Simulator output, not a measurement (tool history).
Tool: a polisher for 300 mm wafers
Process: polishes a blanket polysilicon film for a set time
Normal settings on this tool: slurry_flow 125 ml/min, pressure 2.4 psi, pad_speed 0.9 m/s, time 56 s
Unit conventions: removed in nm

run     day  slurry_flow  pressure  pad_speed  time  incoming thickness of the incoming film, nm  removed
  1       0          125       2.4        0.9    56                                       1961.6    311.1
  2   0.267          125       2.2        0.9    56                                       2028.9    292.1
  3   0.821          125       2.2        0.9    56                                       2009.4    281.6
  4   1.425          125       2.4        0.9    56                                       1980.4    309.7
  5   1.896          125       2.4        0.9    56                                       1992.6    311.4
  6   4.096          125       2.4        0.9    56                                       2008.4    314.9
      4.592  -- head pressure recalibrated
  7   4.654          125       2.4        0.9    56                                       1950.3    312.1
      5.004  -- slurry nozzle cleaned
  8   5.217          125       2.4        0.9    56                                       1984.5    316.2
  9   5.542          125       2.4        0.9    56                                       2013.8    315.9
 10   6.204          125       2.9        0.9    56                                       1945.1    378.4
 11   6.892          125       2.9        0.9    56                                       1992.7    377.7
 12   7.325          125       2.9        0.9    56                                       1995.1    377.2
 13   7.746          125       2.4        0.9    51                                       1952.9    282.2
 14   8.038          155       3.1       0.64    39                                       1985.5    224.5
      8.242  -- worn pad replaced by a new one
 15   8.479           90       3.2        0.7    49                                       1999.5    275.2
 16   8.812          125       2.4        0.9    56                                       1954.5    312.1
 17   9.562          125       2.4        0.9    56                                       2028.3    312.8
 18  10.288          125       2.4        0.9    37                                       2031.8    211.6
 19  11.038          125       2.4        0.9    56                                       2002.7    311.9
 20  11.383          125       2.4        0.9    56                                       1989.6    314.9
 21  11.721          125       2.4        0.9    56                                         1989    312.7
 22  12.454          125       2.4        0.9    49                                       1995.3    276.1
 23  13.004          155       2.4       0.78    66                                       1977.9    341.8
     13.117  -- slurry nozzle cleaned
 24  13.588          105       2.1       0.78    56                                       1985.5    236.4

Forecast each of these 5 alternatives for the next run:
  A  13.604          125       2.4        0.9    44                                       1982.9        ?
  B  13.604          125       1.9        0.9    67                                       1982.9        ?
  C  13.604           80       3.2        0.8    56                                       1982.9        ?
  D  13.604          150       3.1        0.8    74                                       1982.9        ?
  E  13.604          125       1.7       1.04    56                                       1982.9        ?

run  removed
  A    246.5
  B    298.6
  C    332.1
  D    502.8
  E    252.6
Stripped of hidden state, with their random variation kept, the same runs would have yielded:
run  removed
  A    246.5
  B    298.6
  C    332.1
  D    502.8
  E    252.6
